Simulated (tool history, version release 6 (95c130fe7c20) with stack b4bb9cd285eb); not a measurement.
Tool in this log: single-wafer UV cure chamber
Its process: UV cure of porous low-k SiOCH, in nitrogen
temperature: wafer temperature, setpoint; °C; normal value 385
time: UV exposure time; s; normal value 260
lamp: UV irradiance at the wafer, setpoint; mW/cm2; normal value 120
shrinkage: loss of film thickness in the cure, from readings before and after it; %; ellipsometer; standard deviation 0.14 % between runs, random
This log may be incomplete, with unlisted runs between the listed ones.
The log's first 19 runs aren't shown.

run,hour,temperature,time,lamp,wafers since the last listed run,hours since the UV bulbs were replaced,wafers since the quartz window was cleaned,shrinkage
# hour 948.8: UV bulbs replaced
20,960.0,393,260,105,287,11.2,1166,15.905
21,1019.0,378,260,120,340,70.2,1506,16.296
22,1063.0,385,260,120,253,114.2,1759,16.191
23,1094.7,385,260,120,182,145.9,1942,16.065
24,1155.3,385,210,81,349,206.5,2291,12.686
25,1223.7,385,260,135,394,274.9,2686,16.177
26,1288.7,385,260,157,374,339.9,3060,16.765
# hour 1341.1: quartz window cleaned
27,1341.6,385,260,80,258,392.8,2,14.526
28,1363.9,385,260,141,128,415.1,131,17.365
29,1411.1,385,260,120,272,462.3,403,16.480
30,1471.8,372,205,139,349,523.0,753,15.688
31,1532.6,366,160,97,350,583.8,1103,12.183
32,1581.5,385,375,139,281,632.7,1385,19.212
33,1644.2,385,225,120,361,695.4,1746,15.147
34,1684.3,385,115,144,231,735.5,1978,12.567
35,1722.7,404,180,100,221,773.9,2199,13.317
36,1784.4,398,260,84,355,835.6,2555,13.863
# hour 1813.5: quartz window cleaned
37,1976.1,396,260,120,1058,1027.3,937,16.813

Forecast each of these 4 alternatives for the next run:
A,1976.6,385,260,139,2,1027.8,940,?
B,1976.6,395,130,147,2,1027.8,940,?
C,1976.6,403,220,120,2,1027.8,940,?
D,1976.6,368,260,130,2,1027.8,940,?

run,shrinkage
A,17.533
B,14.133
C,16.125
D,16.738
With no hidden state in the tool, these same runs would have given:
run,shrinkage
A,17.792
B,14.380
C,16.380
D,16.995
